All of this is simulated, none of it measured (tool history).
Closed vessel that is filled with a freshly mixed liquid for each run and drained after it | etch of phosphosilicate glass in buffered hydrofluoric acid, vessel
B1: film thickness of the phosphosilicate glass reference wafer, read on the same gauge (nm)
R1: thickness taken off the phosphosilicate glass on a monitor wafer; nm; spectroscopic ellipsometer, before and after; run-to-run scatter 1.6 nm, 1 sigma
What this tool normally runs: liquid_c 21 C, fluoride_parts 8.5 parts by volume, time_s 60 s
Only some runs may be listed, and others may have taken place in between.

run 1 hour=0 | liquid_c=21 fluoride_parts=7 time_s=60 | B1=40 | R1=414.23
run 2 hour=12.5 | liquid_c=21 fluoride_parts=8.5 time_s=60 | B1=40 | R1=335.8
run 3 hour=55.2 | liquid_c=21 fluoride_parts=8.5 time_s=60 | B1=39.98 | R1=336.15
run 4 hour=90.4 | liquid_c=21 fluoride_parts=8.5 time_s=60 | B1=40 | R1=339.18
run 5 hour=107.4 | liquid_c=21 fluoride_parts=8.5 time_s=60 | B1=40 | R1=336.25
run 6 hour=128.8 | liquid_c=21 fluoride_parts=6 time_s=60 | B1=40.01 | R1=480.95
run 7 hour=151.4 | liquid_c=21 fluoride_parts=8.5 time_s=60 | B1=39.96 | R1=339.27
run 8 hour=179.8 | liquid_c=21 fluoride_parts=8.5 time_s=60 | B1=40.02 | R1=339.3
run 9 hour=206.1 | liquid_c=21 fluoride_parts=12 time_s=75 | B1=40.02 | R1=311.83
run 10 hour=231 | liquid_c=19.5 fluoride_parts=11.5 time_s=50 | B1=39.98 | R1=198.08
-- hour=237.2 gauge calibrated
run 11 hour=250.2 | liquid_c=21 fluoride_parts=8.5 time_s=60 | B1=40.01 | R1=337.04
-- hour=272.8 thermometer replaced
run 12 hour=283.9 | liquid_c=17 fluoride_parts=6 time_s=30 | B1=40.01 | R1=183.94
run 13 hour=317.6 | liquid_c=21 fluoride_parts=12 time_s=85 | B1=39.98 | R1=334.94
run 14 hour=348.1 | liquid_c=19 fluoride_parts=5 time_s=85 | B1=40 | R1=683.43
run 15 hour=366.6 | liquid_c=21 fluoride_parts=8.5 time_s=60 | B1=40.01 | R1=327.41
run 16 hour=379.5 | liquid_c=25.5 fluoride_parts=7.5 time_s=30 | B1=39.99 | R1=235.65
run 17 hour=393.5 | liquid_c=25.5 fluoride_parts=7.5 time_s=30 | B1=40 | R1=234.87
run 18 hour=423.4 | liquid_c=17.5 fluoride_parts=11.5 time_s=75 | B1=39.99 | R1=256.27
run 19 hour=442.1 | liquid_c=18 fluoride_parts=6.5 time_s=60 | B1=40.03 | R1=360.86
-- hour=456.7 hydrofluoric acid flow meter replaced
run 20 hour=457.2 | liquid_c=21 fluoride_parts=8.5 time_s=95 | B1=40.02 | R1=565.96
run 21 hour=474.7 | liquid_c=21 fluoride_parts=9.5 time_s=70 | B1=39.98 | R1=380.16
run 22 hour=554.4 | liquid_c=17 fluoride_parts=6.5 time_s=60 | B1=40 | R1=376.18
run 23 hour=579.4 | liquid_c=17 fluoride_parts=6 time_s=30 | B1=39.98 | R1=200.78
run 24 hour=630.3 | liquid_c=21 fluoride_parts=8.5 time_s=60 | B1=40.01 | R1=356.17
run 25 hour=645.3 | liquid_c=21 fluoride_parts=8.5 time_s=70 | B1=40.01 | R1=419.05
run 26 hour=658.1 | liquid_c=21 fluoride_parts=8.5 time_s=90 | B1=39.99 | R1=536.91
run 27 hour=673.2 | liquid_c=19 fluoride_parts=8.5 time_s=60 | B1=40 | R1=320.65
run 28 hour=701.1 | liquid_c=21 fluoride_parts=8.5 time_s=60 | B1=40.01 | R1=360.33
run 29 hour=725.9 | liquid_c=21 fluoride_parts=9.5 time_s=60 | B1=40.03 | R1=326.83
run 30 hour=759.5 | liquid_c=19.5 fluoride_parts=8.5 time_s=60 | B1=40 | R1=328.71
run 31 hour=777 | liquid_c=17 fluoride_parts=8.5 time_s=30 | B1=39.99 | R1=141.24

Expected results for the next run?
run 32 hour=862.5 | liquid_c=21 fluoride_parts=10 time_s=70 | B1=? | R1=?

{"run 32": {"B1": 39.98, "R1": 369.62}}
On a tool with no hidden condition, and with the same random variation, this run would have come out at R1 363.91 nm.
